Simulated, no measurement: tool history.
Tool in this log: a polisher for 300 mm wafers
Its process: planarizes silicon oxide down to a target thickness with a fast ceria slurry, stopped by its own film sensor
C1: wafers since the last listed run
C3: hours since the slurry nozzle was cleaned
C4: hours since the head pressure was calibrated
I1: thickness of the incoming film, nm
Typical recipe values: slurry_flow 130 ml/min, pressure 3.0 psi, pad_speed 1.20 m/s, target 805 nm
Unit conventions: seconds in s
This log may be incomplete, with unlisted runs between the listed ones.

{"run": 1, "hour": 0.0, "slurry_flow": 130, "pressure": 3.0, "pad_speed": 1.2, "target": 805, "C1": 0, "wafers polished on this pad": 53, "C3": 179.3, "C4": 273.5, "I1": 2094.6, "seconds": 85.0}
{"run": 2, "hour": 34.3, "slurry_flow": 105, "pressure": 3.0, "pad_speed": 1.36, "target": 805, "C1": 430, "wafers polished on this pad": 483, "C3": 213.6, "C4": 307.8, "I1": 2143.7, "seconds": 81.9}
{"run": 3, "hour": 41.5, "slurry_flow": 130, "pressure": 3.0, "pad_speed": 1.2, "target": 805, "C1": 90, "wafers polished on this pad": 573, "C3": 220.8, "C4": 315.0, "I1": 2116.2, "seconds": 85.5}
{"run": 4, "hour": 49.6, "slurry_flow": 130, "pressure": 3.0, "pad_speed": 1.2, "target": 805, "C1": 101, "wafers polished on this pad": 675, "C3": 228.9, "C4": 323.1, "I1": 2140.1, "seconds": 88.4}
{"run": 5, "hour": 57.1, "slurry_flow": 130, "pressure": 3.0, "pad_speed": 1.2, "target": 805, "C1": 94, "wafers polished on this pad": 769, "C3": 236.4, "C4": 330.6, "I1": 2079.4, "seconds": 85.7}
{"run": 6, "hour": 69.1, "slurry_flow": 130, "pressure": 3.0, "pad_speed": 1.2, "target": 805, "C1": 150, "wafers polished on this pad": 920, "C3": 248.4, "C4": 342.6, "I1": 2138.0, "seconds": 89.9}
{"run": 7, "hour": 83.1, "slurry_flow": 150, "pressure": 3.0, "pad_speed": 1.2, "target": 805, "C1": 175, "wafers polished on this pad": 1095, "C3": 262.4, "C4": 356.6, "I1": 2104.2, "seconds": 86.4}
{"hour": 86.7, "done": "head pressure recalibrated"}
{"run": 8, "hour": 94.2, "slurry_flow": 150, "pressure": 3.0, "pad_speed": 1.2, "target": 805, "C1": 114, "wafers polished on this pad": 1209, "C3": 273.5, "C4": 7.5, "I1": 2134.4, "seconds": 91.2}
{"run": 9, "hour": 106.5, "slurry_flow": 130, "pressure": 3.0, "pad_speed": 1.2, "target": 805, "C1": 154, "wafers polished on this pad": 1364, "C3": 285.8, "C4": 19.8, "I1": 2093.0, "seconds": 91.0}
{"run": 10, "hour": 114.0, "slurry_flow": 130, "pressure": 3.0, "pad_speed": 1.2, "target": 805, "C1": 94, "wafers polished on this pad": 1458, "C3": 293.3, "C4": 27.3, "I1": 2089.0, "seconds": 92.6}
{"hour": 126.0, "done": "worn pad replaced by a new one"}
{"run": 11, "hour": 126.5, "slurry_flow": 130, "pressure": 3.0, "pad_speed": 1.2, "target": 805, "C1": 106, "wafers polished on this pad": 6, "C3": 305.8, "C4": 39.8, "I1": 2127.3, "seconds": 87.8}
{"run": 12, "hour": 139.0, "slurry_flow": 165, "pressure": 3.0, "pad_speed": 1.2, "target": 805, "C1": 156, "wafers polished on this pad": 163, "C3": 318.3, "C4": 52.3, "I1": 2108.6, "seconds": 80.8}
{"run": 13, "hour": 153.8, "slurry_flow": 130, "pressure": 3.0, "pad_speed": 1.0, "target": 805, "C1": 185, "wafers polished on this pad": 349, "C3": 333.1, "C4": 67.1, "I1": 2082.7, "seconds": 103.3}
{"run": 14, "hour": 168.0, "slurry_flow": 130, "pressure": 3.6, "pad_speed": 1.2, "target": 982, "C1": 178, "wafers polished on this pad": 527, "C3": 347.3, "C4": 81.3, "I1": 2146.2, "seconds": 67.4}
{"run": 15, "hour": 175.7, "slurry_flow": 130, "pressure": 3.0, "pad_speed": 1.32, "target": 805, "C1": 96, "wafers polished on this pad": 624, "C3": 355.0, "C4": 89.0, "I1": 2121.3, "seconds": 80.6}
{"hour": 187.6, "done": "slurry nozzle cleaned"}
{"run": 16, "hour": 192.8, "slurry_flow": 100, "pressure": 3.0, "pad_speed": 1.2, "target": 1067, "C1": 201, "wafers polished on this pad": 826, "C3": 5.2, "C4": 106.1, "I1": 2152.4, "seconds": 75.9}
{"run": 17, "hour": 200.4, "slurry_flow": 130, "pressure": 3.0, "pad_speed": 1.2, "target": 805, "C1": 95, "wafers polished on this pad": 921, "C3": 12.8, "C4": 113.7, "I1": 2107.4, "seconds": 87.0}
{"run": 18, "hour": 214.6, "slurry_flow": 130, "pressure": 3.0, "pad_speed": 1.2, "target": 805, "C1": 178, "wafers polished on this pad": 1099, "C3": 27.0, "C4": 127.9, "I1": 2128.8, "seconds": 90.5}
{"hour": 229.7, "done": "worn pad replaced by a new one"}
{"run": 19, "hour": 230.2, "slurry_flow": 130, "pressure": 3.0, "pad_speed": 1.2, "target": 805, "C1": 145, "wafers polished on this pad": 6, "C3": 42.6, "C4": 143.5, "I1": 2128.2, "seconds": 85.6}
{"run": 20, "hour": 241.9, "slurry_flow": 130, "pressure": 3.6, "pad_speed": 1.2, "target": 1170, "C1": 146, "wafers polished on this pad": 153, "C3": 54.3, "C4": 155.2, "I1": 2118.4, "seconds": 53.0}
{"run": 21, "hour": 251.0, "slurry_flow": 130, "pressure": 3.0, "pad_speed": 1.2, "target": 805, "C1": 114, "wafers polished on this pad": 267, "C3": 63.4, "C4": 164.3, "I1": 2150.4, "seconds": 89.1}
{"run": 22, "hour": 265.3, "slurry_flow": 130, "pressure": 3.0, "pad_speed": 1.2, "target": 805, "C1": 179, "wafers polished on this pad": 446, "C3": 77.7, "C4": 178.6, "I1": 2121.8, "seconds": 85.6}
{"run": 23, "hour": 278.9, "slurry_flow": 130, "pressure": 3.3, "pad_speed": 1.2, "target": 805, "C1": 170, "wafers polished on this pad": 617, "C3": 91.3, "C4": 192.2, "I1": 2164.1, "seconds": 84.8}
{"run": 24, "hour": 292.8, "slurry_flow": 145, "pressure": 3.0, "pad_speed": 1.32, "target": 1000, "C1": 174, "wafers polished on this pad": 791, "C3": 105.2, "C4": 206.1, "I1": 2146.4, "seconds": 68.3}
{"run": 25, "hour": 308.0, "slurry_flow": 130, "pressure": 3.4, "pad_speed": 1.2, "target": 805, "C1": 190, "wafers polished on this pad": 982, "C3": 120.4, "C4": 221.3, "I1": 2087.1, "seconds": 77.7}
{"run": 26, "hour": 318.2, "slurry_flow": 100, "pressure": 3.0, "pad_speed": 1.2, "target": 1071, "C1": 127, "wafers polished on this pad": 1110, "C3": 130.6, "C4": 231.5, "I1": 2142.1, "seconds": 76.6}
{"run": 27, "hour": 333.6, "slurry_flow": 130, "pressure": 3.0, "pad_speed": 1.2, "target": 805, "C1": 193, "wafers polished on this pad": 1303, "C3": 146.0, "C4": 246.9, "I1": 2115.6, "seconds": 90.9}
{"hour": 347.6, "done": "worn pad replaced by a new one"}
{"run": 28, "hour": 349.1, "slurry_flow": 150, "pressure": 3.0, "pad_speed": 0.82, "target": 395, "C1": 144, "wafers polished on this pad": 18, "C3": 161.5, "C4": 262.4, "I1": 2167.4, "seconds": 160.9}
{"run": 29, "hour": 364.7, "slurry_flow": 130, "pressure": 3.0, "pad_speed": 1.32, "target": 543, "C1": 195, "wafers polished on this pad": 214, "C3": 177.1, "C4": 278.0, "I1": 2132.4, "seconds": 95.2}
{"run": 30, "hour": 376.8, "slurry_flow": 130, "pressure": 3.0, "pad_speed": 1.2, "target": 805, "C1": 151, "wafers polished on this pad": 366, "C3": 189.2, "C4": 290.1, "I1": 2116.8, "seconds": 87.0}
{"run": 31, "hour": 392.1, "slurry_flow": 130, "pressure": 3.0, "pad_speed": 1.54, "target": 805, "C1": 191, "wafers polished on this pad": 557, "C3": 204.5, "C4": 305.4, "I1": 2139.2, "seconds": 70.7}
{"run": 32, "hour": 408.1, "slurry_flow": 130, "pressure": 3.0, "pad_speed": 1.2, "target": 805, "C1": 200, "wafers polished on this pad": 758, "C3": 220.5, "C4": 321.4, "I1": 2101.1, "seconds": 86.4}
{"run": 33, "hour": 418.2, "slurry_flow": 130, "pressure": 2.1, "pad_speed": 1.46, "target": 1226, "C1": 126, "wafers polished on this pad": 885, "C3": 230.6, "C4": 331.5, "I1": 2124.5, "seconds": 66.2}
{"run": 34, "hour": 433.1, "slurry_flow": 155, "pressure": 3.0, "pad_speed": 0.96, "target": 346, "C1": 186, "wafers polished on this pad": 1072, "C3": 245.5, "C4": 346.4, "I1": 2132.0, "seconds": 147.4}
{"run": 35, "hour": 445.5, "slurry_flow": 115, "pressure": 3.0, "pad_speed": 1.36, "target": 805, "C1": 155, "wafers polished on this pad": 1227, "C3": 257.9, "C4": 358.8, "I1": 2137.7, "seconds": 84.9}
{"run": 36, "hour": 463.3, "slurry_flow": 130, "pressure": 2.2, "pad_speed": 1.2, "target": 805, "C1": 223, "wafers polished on this pad": 1451, "C3": 275.7, "C4": 376.6, "I1": 2115.2, "seconds": 119.3}
{"hour": 476.0, "done": "worn pad replaced by a new one"}
{"run": 37, "hour": 476.5, "slurry_flow": 170, "pressure": 2.3, "pad_speed": 1.2, "target": 805, "C1": 115, "wafers polished on this pad": 6, "C3": 288.9, "C4": 389.8, "I1": 2116.8, "seconds": 97.6}
{"run": 38, "hour": 482.9, "slurry_flow": 130, "pressure": 3.0, "pad_speed": 1.2, "target": 1062, "C1": 80, "wafers polished on this pad": 87, "C3": 295.3, "C4": 396.2, "I1": 2092.8, "seconds": 67.8}

3 options for the next run, each taken on its own from the tool as it stands now. Forecast them:
{"run": "A", "hour": 483.3, "slurry_flow": 130, "pressure": 3.0, "pad_speed": 1.2, "target": 805, "C1": 5, "wafers polished on this pad": 92, "C3": 295.7, "C4": 396.6, "I1": 2098.1, "seconds": "?"}
{"run": "B", "hour": 483.3, "slurry_flow": 130, "pressure": 3.3, "pad_speed": 1.2, "target": 556, "C1": 5, "wafers polished on this pad": 92, "C3": 295.7, "C4": 396.6, "I1": 2098.1, "seconds": "?"}
{"run": "C", "hour": 483.3, "slurry_flow": 130, "pressure": 3.8, "pad_speed": 1.2, "target": 805, "C1": 5, "wafers polished on this pad": 92, "C3": 295.7, "C4": 396.6, "I1": 2098.1, "seconds": "?"}

run=A seconds=85.6
run=B seconds=94.4
run=C seconds=70.3
With the hidden condition removed and each run's random variation left untouched, the same runs would have given:
run=A seconds=85.3
run=B seconds=94.1
run=C seconds=70.1

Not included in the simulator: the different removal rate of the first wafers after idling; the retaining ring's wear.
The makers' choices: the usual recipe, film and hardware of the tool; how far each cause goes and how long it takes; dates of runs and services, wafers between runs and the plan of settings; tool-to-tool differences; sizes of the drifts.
